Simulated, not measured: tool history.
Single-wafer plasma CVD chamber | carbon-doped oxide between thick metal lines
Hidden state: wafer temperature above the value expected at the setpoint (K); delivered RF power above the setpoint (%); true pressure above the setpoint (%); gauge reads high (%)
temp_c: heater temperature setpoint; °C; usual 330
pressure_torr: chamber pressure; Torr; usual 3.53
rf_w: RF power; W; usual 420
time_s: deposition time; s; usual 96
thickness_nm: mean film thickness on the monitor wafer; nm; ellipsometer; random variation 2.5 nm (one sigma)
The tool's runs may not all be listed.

run   hour  temp_c  pressure_torr  rf_w  time_s  wafers since the last listed run  hours since the last thermocouple change  hours since the last RF generator calibration  hours since the last manometer calibration  hours since the showerhead was replaced  hours since the gauge calibration  read-back reference wafer on the same gauge, thickness_nm  thickness_nm
  1      0     324           3.53   420      96                                 0                                    2261.7                                           91.7                                        39.9                                   7822.9                              501.1                                                    375.366       399.075
  2   20.2     330           3.53   420   104.8                               351                                    2281.9                                          111.9                                        60.1                                   7843.1                              521.3                                                    374.059       430.367
  3     55     330           3.53   420      96                               604                                    2316.7                                          146.7                                        94.9                                   7877.9                              556.1                                                    374.375       392.368
  4   68.4     330           3.53   420      96                               232                                    2330.1                                          160.1                                       108.3                                   7891.3                              569.5                                                    373.763       389.939
  5  104.3     330           3.53   420      96                               623                                      2366                                            196                                       144.2                                   7927.2                              605.4                                                    373.986       395.125
     112.8  -- RF generator calibrated, repeated, since the last time left the tool worse
  6  120.3     330           3.53   420      96                               139                                      2382                                            7.5                                       160.2                                   7943.2                              621.4                                                    374.186       421.792
  7  141.3     330           3.82   420    89.6                               364                                      2403                                           28.5                                       181.2                                   7964.2                              642.4                                                    374.476       394.639
  8  159.7     330           3.53   420      96                               319                                    2421.4                                           46.9                                       199.6                                   7982.6                              660.8                                                    373.942       418.488
     185.8  -- showerhead replaced
  9  186.3     330           4.22   420      96                               323                                      2448                                           73.5                                       226.2                                      0.5                              687.4                                                    374.266       429.077
     197.2  -- gauge calibrated
 10  202.2     337           2.79   395      96                               276                                    2463.9                                           89.4                                       242.1                                     16.4                                  5                                                    374.003       383.992
 11  222.3     330           3.53   420      96                               349                                      2484                                          109.5                                       262.2                                     36.5                               25.1                                                    374.033       420.575
 12  251.8     330           3.53   420      96                               512                                    2513.5                                            139                                       291.7                                       66                               54.6                                                    373.653       416.194
 13    287     318           2.74   450    79.4                               611                                    2548.7                                          174.2                                       326.9                                    101.2                               89.8                                                     373.33       362.395
 14  300.5     324            4.4   360      96                               234                                    2562.2                                          187.7                                       340.4                                    114.7                              103.3                                                     373.69       400.077
       336  -- thermocouple changed; heater temperature recalibrated
 15  339.8     330           3.53   420      96                               544                                       3.8                                            227                                       379.7                                      154                              142.6                                                    374.471       416.964
 16  361.7     337           3.19   420      96                               380                                      25.7                                          248.9                                       401.6                                    175.9                              164.5                                                    373.956       404.537
 17  413.3     330            2.8   385      96                               896                                      77.3                                          300.5                                       453.2                                    227.5                              216.1                                                    373.462        383.18
 18  446.8     330           3.53   420      96                               582                                     110.8                                            334                                       486.7                                      261                              249.6                                                    373.493       418.896
 19  478.3     330           3.53   355      96                               547                                     142.3                                          365.5                                       518.2                                    292.5                              281.1                                                    374.228       373.897
 20  499.9     324           4.26   420      84                               375                                     163.9                                          387.1                                       539.8                                    314.1                              302.7                                                    374.503       383.893
 21  523.6     330           3.53   420     113                               411                                     187.6                                          410.8                                       563.5                                    337.8                              326.4                                                    372.876       492.915
 22  554.5     330           3.53   420      96                               537                                     218.5                                          441.7                                       594.4                                    368.7                              357.3                                                    373.807       418.402
 23  567.1     344            4.1   455     112                               218                                     231.1                                          454.3                                         607                                    381.3                              369.9                                                     374.03       507.922
 24  586.9     330           3.53   385      96                               344                                     250.9                                          474.1                                       626.8                                    401.1                              389.7                                                    373.746       391.972
 25  634.6     330           3.53   420      96                               829                                     298.6                                          521.8                                       674.5                                    448.8                              437.4                                                    374.009       422.317
 26  664.1     340           4.09   420   109.7                               512                                     328.1                                          551.3                                         704                                    478.3                              466.9                                                    373.439       483.429
 27  699.5     330           4.09   370    78.2                               615                                     363.5                                          586.7                                       739.4                                    513.7                              502.3                                                    375.129        320.98
 28  724.4     335           3.53   420    78.4                               432                                     388.4                                          611.6                                       764.3                                    538.6                              527.2                                                    374.557       335.478

4 ways to go on from here, each from the tool as it stands after run 28. What would each give?
  A  724.8     330           3.53   420   112.9                                 6                                     388.8                                            612                                       764.7                                      539                              527.6                                                          ?             ?
  B  724.8     324           2.86   380      85                                 6                                     388.8                                            612                                       764.7                                      539                              527.6                                                          ?             ?
  C  724.8     330           3.53   455      96                                 6                                     388.8                                            612                                       764.7                                      539                              527.6                                                          ?             ?
  D  724.8     342           3.53   420     111                                 6                                     388.8                                            612                                       764.7                                      539                              527.6                                                          ?             ?

run  read-back reference wafer on the same gauge, thickness_nm  thickness_nm
  A                                                    373.785       489.324
  B                                                    373.785       341.372
  C                                                    373.785       438.902
  D                                                    373.785       466.228
Without the tool's hidden state the same runs would have given:
run  thickness_nm
  A       492.752
  B       343.869
  C       441.977
  D       469.494
